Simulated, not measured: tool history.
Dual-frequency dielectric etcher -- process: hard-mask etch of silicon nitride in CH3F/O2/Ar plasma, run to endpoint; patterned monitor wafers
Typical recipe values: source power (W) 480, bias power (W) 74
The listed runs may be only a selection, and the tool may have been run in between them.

run   hour  source power (W)  bias power (W)  incoming incoming film thickness, nm  endpoint time (s)
  1    0.0               480              74                                 46.73               60.4
  2   29.6               480              74                                 46.08               59.8
  3   55.5               480              74                                 46.59               60.5
  4   72.6               400              69                                 46.47               69.2
  5   94.1               480              74                                 47.08               61.5
  6  116.7               480              74                                 46.83               61.2
  7  130.9               480              74                                 46.74               61.0
  8  156.6               530              65                                 46.27               59.2
     185.3  -- upper electrode replaced
  9  185.8               480              74                                 46.74               61.4
 10  210.0               410              83                                 46.83               66.2
 11  225.6               600              81                                 46.42               52.6
     272.1  -- wet clean of the chamber
 12  272.6               480              74                                 47.10               60.8
     298.6  -- source power generator calibrated
 13  299.1               420              74                                 46.94               66.1
     350.4  -- bias power generator calibrated
 14  370.7               480              74                                 46.35               60.3
 15  454.5               370              64                                 46.64               75.0

Branching from run 15: 3 alternative next runs. What would each branch give?
  A  454.9               480              91                                 46.72                  ?
  B  454.9               480              84                                 46.72                  ?
  C  454.9               440              68                                 46.72                  ?

run  endpoint time (s)
  A               58.1
  B               59.4
  C               66.1
Had the tool no hidden state, the same runs would have come out as:
run  endpoint time (s)
  A               56.9
  B               58.1
  C               64.7
